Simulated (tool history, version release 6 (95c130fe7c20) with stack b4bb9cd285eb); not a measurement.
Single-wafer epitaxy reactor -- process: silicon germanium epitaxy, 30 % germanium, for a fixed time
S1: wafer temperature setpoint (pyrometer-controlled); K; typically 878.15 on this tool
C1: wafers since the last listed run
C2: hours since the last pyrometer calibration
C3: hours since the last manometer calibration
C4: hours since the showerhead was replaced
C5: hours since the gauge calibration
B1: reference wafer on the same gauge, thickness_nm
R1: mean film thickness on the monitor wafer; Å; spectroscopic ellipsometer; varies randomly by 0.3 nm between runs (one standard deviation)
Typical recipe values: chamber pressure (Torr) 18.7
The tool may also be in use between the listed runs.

{"run": 1, "hour": 0.0, "S1": 878.15, "chamber pressure (Torr)": 18.7, "C1": 0, "C2": 701.5, "C3": 175.9, "C4": 2577.1, "C5": 702.3, "B1": 67.049, "R1": 617.99}
{"run": 2, "hour": 53.4, "S1": 878.15, "chamber pressure (Torr)": 18.7, "C1": 780, "C2": 754.9, "C3": 229.3, "C4": 2630.5, "C5": 755.7, "B1": 67.118, "R1": 620.1}
{"run": 3, "hour": 127.8, "S1": 878.15, "chamber pressure (Torr)": 18.7, "C1": 1086, "C2": 829.3, "C3": 303.7, "C4": 2704.9, "C5": 830.1, "B1": 67.194, "R1": 618.87}
{"run": 4, "hour": 199.7, "S1": 878.15, "chamber pressure (Torr)": 17.6, "C1": 1050, "C2": 901.2, "C3": 375.6, "C4": 2776.8, "C5": 902, "B1": 67.153, "R1": 602.64}
{"run": 5, "hour": 279.6, "S1": 878.15, "chamber pressure (Torr)": 18.7, "C1": 1167, "C2": 981.1, "C3": 455.5, "C4": 2856.7, "C5": 981.9, "B1": 67.127, "R1": 616.47}
{"run": 6, "hour": 346.0, "S1": 878.15, "chamber pressure (Torr)": 18.7, "C1": 969, "C2": 1047.5, "C3": 521.9, "C4": 2923.1, "C5": 1048.3, "B1": 67.097, "R1": 614.67}
{"hour": 436.9, "done": "pyrometer calibrated"}
{"run": 7, "hour": 452.8, "S1": 878.15, "chamber pressure (Torr)": 18.7, "C1": 1443, "C2": 15.9, "C3": 628.7, "C4": 3029.9, "C5": 1155.1, "B1": 67.055, "R1": 647.69}
{"run": 8, "hour": 519.6, "S1": 878.15, "chamber pressure (Torr)": 20.1, "C1": 975, "C2": 82.7, "C3": 695.5, "C4": 3096.7, "C5": 1221.9, "B1": 66.996, "R1": 668.48}
{"run": 9, "hour": 598.4, "S1": 878.15, "chamber pressure (Torr)": 18.7, "C1": 1151, "C2": 161.5, "C3": 774.3, "C4": 3175.5, "C5": 1300.7, "B1": 67.158, "R1": 643.17}
{"run": 10, "hour": 699.2, "S1": 872.15, "chamber pressure (Torr)": 21.9, "C1": 1472, "C2": 262.3, "C3": 875.1, "C4": 3276.3, "C5": 1401.5, "B1": 67.143, "R1": 608.33}
{"run": 11, "hour": 740.0, "S1": 888.15, "chamber pressure (Torr)": 21, "C1": 595, "C2": 303.1, "C3": 915.9, "C4": 3317.1, "C5": 1442.3, "B1": 67.131, "R1": 822.41}
{"run": 12, "hour": 844.6, "S1": 878.15, "chamber pressure (Torr)": 18.7, "C1": 1527, "C2": 407.7, "C3": 1020.5, "C4": 3421.7, "C5": 1546.9, "B1": 67.156, "R1": 640.55}
{"hour": 925.5, "done": "capacitance manometer re-zeroed and calibrated"}
{"hour": 975.5, "done": "showerhead replaced"}
{"run": 13, "hour": 1042.1, "S1": 878.15, "chamber pressure (Torr)": 18.7, "C1": 2651, "C2": 605.2, "C3": 116.6, "C4": 66.6, "C5": 1744.4, "B1": 67.131, "R1": 622.07}
{"run": 14, "hour": 1144.0, "S1": 878.15, "chamber pressure (Torr)": 18.7, "C1": 1488, "C2": 707.1, "C3": 218.5, "C4": 168.5, "C5": 1846.3, "B1": 67.092, "R1": 621.32}
{"run": 15, "hour": 1193.4, "S1": 890.15, "chamber pressure (Torr)": 21.6, "C1": 721, "C2": 756.5, "C3": 267.9, "C4": 217.9, "C5": 1895.7, "B1": 67.204, "R1": 834.95}
{"run": 16, "hour": 1276.5, "S1": 864.15, "chamber pressure (Torr)": 16.2, "C1": 1213, "C2": 839.6, "C3": 351, "C4": 301, "C5": 1978.8, "B1": 67.015, "R1": 434.67}
{"run": 17, "hour": 1374.0, "S1": 878.15, "chamber pressure (Torr)": 16.5, "C1": 1424, "C2": 937.1, "C3": 448.5, "C4": 398.5, "C5": 2076.3, "B1": 67.114, "R1": 590.7}
{"run": 18, "hour": 1427.9, "S1": 878.15, "chamber pressure (Torr)": 18.7, "C1": 787, "C2": 991, "C3": 502.4, "C4": 452.4, "C5": 2130.2, "B1": 67.14, "R1": 617.85}
{"hour": 1460.7, "done": "gauge calibrated"}
{"run": 19, "hour": 1478.5, "S1": 878.15, "chamber pressure (Torr)": 18.7, "C1": 739, "C2": 1041.6, "C3": 553, "C4": 503, "C5": 17.8, "B1": 67.081, "R1": 615.52}
{"hour": 1538.0, "done": "pyrometer calibrated"}
{"run": 20, "hour": 1569.7, "S1": 878.15, "chamber pressure (Torr)": 20.2, "C1": 1215, "C2": 31.7, "C3": 644.2, "C4": 594.2, "C5": 109, "B1": 67.131, "R1": 665.5}
{"run": 21, "hour": 1645.6, "S1": 878.15, "chamber pressure (Torr)": 18.7, "C1": 1108, "C2": 107.6, "C3": 720.1, "C4": 670.1, "C5": 184.9, "B1": 66.992, "R1": 642.4}
{"run": 22, "hour": 1749.3, "S1": 878.15, "chamber pressure (Torr)": 15.5, "C1": 1514, "C2": 211.3, "C3": 823.8, "C4": 773.8, "C5": 288.6, "B1": 67.076, "R1": 598.56}
{"run": 23, "hour": 1845.6, "S1": 878.15, "chamber pressure (Torr)": 18.7, "C1": 1406, "C2": 307.6, "C3": 920.1, "C4": 870.1, "C5": 384.9, "B1": 67.085, "R1": 648.32}
{"run": 24, "hour": 1898.7, "S1": 865.15, "chamber pressure (Torr)": 21.8, "C1": 775, "C2": 360.7, "C3": 973.2, "C4": 923.2, "C5": 438, "B1": 67.104, "R1": 521.89}
{"run": 25, "hour": 1963.4, "S1": 878.15, "chamber pressure (Torr)": 22, "C1": 945, "C2": 425.4, "C3": 1037.9, "C4": 987.9, "C5": 502.7, "B1": 67.013, "R1": 684.54}
{"hour": 2061.7, "done": "capacitance manometer re-zeroed and calibrated"}
{"run": 26, "hour": 2205.7, "S1": 868.15, "chamber pressure (Torr)": 23.3, "C1": 3422, "C2": 667.7, "C3": 144, "C4": 1230.2, "C5": 745, "B1": 67.131, "R1": 555.55}
{"run": 27, "hour": 2308.5, "S1": 893.15, "chamber pressure (Torr)": 18.7, "C1": 1501, "C2": 770.5, "C3": 246.8, "C4": 1333, "C5": 847.8, "B1": 67.052, "R1": 837.94}
{"run": 28, "hour": 2394.7, "S1": 878.15, "chamber pressure (Torr)": 18.7, "C1": 1259, "C2": 856.7, "C3": 333, "C4": 1419.2, "C5": 934, "B1": 67.127, "R1": 621.39}
{"run": 29, "hour": 2448.7, "S1": 874.15, "chamber pressure (Torr)": 15, "C1": 788, "C2": 910.7, "C3": 387, "C4": 1473.2, "C5": 988, "B1": 67.034, "R1": 529.21}
{"run": 30, "hour": 2525.1, "S1": 878.15, "chamber pressure (Torr)": 18.7, "C1": 1115, "C2": 987.1, "C3": 463.4, "C4": 1549.6, "C5": 1064.4, "B1": 67.172, "R1": 625.53}
{"hour": 2547.1, "done": "pyrometer calibrated"}
{"run": 31, "hour": 2568.1, "S1": 884.15, "chamber pressure (Torr)": 22.4, "C1": 511, "C2": 21, "C3": 506.4, "C4": 1592.6, "C5": 1107.4, "B1": 67.047, "R1": 784.26}
{"run": 32, "hour": 2639.1, "S1": 878.15, "chamber pressure (Torr)": 18.7, "C1": 1037, "C2": 92, "C3": 577.4, "C4": 1663.6, "C5": 1178.4, "B1": 67.026, "R1": 640.68}
{"run": 33, "hour": 2721.3, "S1": 866.15, "chamber pressure (Torr)": 15.3, "C1": 1200, "C2": 174.2, "C3": 659.6, "C4": 1745.8, "C5": 1260.6, "B1": 67.116, "R1": 462.71}
{"run": 34, "hour": 2821.8, "S1": 874.15, "chamber pressure (Torr)": 18.7, "C1": 1467, "C2": 274.7, "C3": 760.1, "C4": 1846.3, "C5": 1361.1, "B1": 67.166, "R1": 592.24}

Consider 5 possible next runs. They are alternatives, not a sequence: every one starts from the tool as it was left by run 34. What does each give?
{"run": "A", "hour": 2822.2, "S1": 878.15, "chamber pressure (Torr)": 14.1, "C1": 5, "C2": 275.1, "C3": 760.5, "C4": 1846.7, "C5": 1361.5, "B1": "?", "R1": "?"}
{"run": "B", "hour": 2822.2, "S1": 871.15, "chamber pressure (Torr)": 18.7, "C1": 5, "C2": 275.1, "C3": 760.5, "C4": 1846.7, "C5": 1361.5, "B1": "?", "R1": "?"}
{"run": "C", "hour": 2822.2, "S1": 887.15, "chamber pressure (Torr)": 14.3, "C1": 5, "C2": 275.1, "C3": 760.5, "C4": 1846.7, "C5": 1361.5, "B1": "?", "R1": "?"}
{"run": "D", "hour": 2822.2, "S1": 873.15, "chamber pressure (Torr)": 14.8, "C1": 5, "C2": 275.1, "C3": 760.5, "C4": 1846.7, "C5": 1361.5, "B1": "?", "R1": "?"}
{"run": "E", "hour": 2822.2, "S1": 892.15, "chamber pressure (Torr)": 21, "C1": 5, "C2": 275.1, "C3": 760.5, "C4": 1846.7, "C5": 1361.5, "B1": "?", "R1": "?"}

run=A B1=67.236 R1=575.54
run=B B1=67.236 R1=556.99
run=C B1=67.236 R1=692.77
run=D B1=67.236 R1=529.75
run=E B1=67.236 R1=887.93
Take away the tool's hidden state, keep each run's random variation, and the runs would have read:
run=A R1=569.65
run=B R1=551.4
run=C R1=685.5
run=D R1=524.39
run=E R1=878.49
